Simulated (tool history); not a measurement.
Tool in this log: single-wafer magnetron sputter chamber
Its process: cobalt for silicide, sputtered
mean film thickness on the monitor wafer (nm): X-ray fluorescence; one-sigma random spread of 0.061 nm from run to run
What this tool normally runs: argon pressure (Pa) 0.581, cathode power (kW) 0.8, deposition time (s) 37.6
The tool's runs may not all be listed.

run	hour	argon pressure (Pa)	cathode power (kW)	deposition time (s)	read-back reference wafer on the same gauge, thickness_nm	mean film thickness on the monitor wafer (nm)
1	0	0.581	0.85	37.6	13.202	14.399
2	11.2	0.581	0.8	37.6	13.203	13.461
3	18.2	0.581	0.8	37.6	13.192	13.628
4	35.2	0.581	0.8	37.6	13.208	13.457
5	41.4	0.581	0.8	37.6	13.208	13.486
# hour 48.8: gauge calibrated
6	50.5	0.581	0.8	37.6	13.206	13.406
7	60.3	0.581	0.8	37.6	13.198	13.405
8	80.8	0.581	0.8	31.7	13.207	11.123
9	88.3	0.43	0.8	35.4	13.192	13.069

What does the tool deliver on the next run?
# hour 102.6: sputter target and shields replaced
# hour 107.3: magnet pack replaced
10	107.8	0.581	0.8	37.6	?	?

{"run 10": {"read-back reference wafer on the same gauge, thickness_nm": 13.2, "mean film thickness on the monitor wafer (nm)": 13.711}}
On a tool with no hidden condition, and with the same random variation, this run would have come out at mean film thickness on the monitor wafer (nm) 13.729.
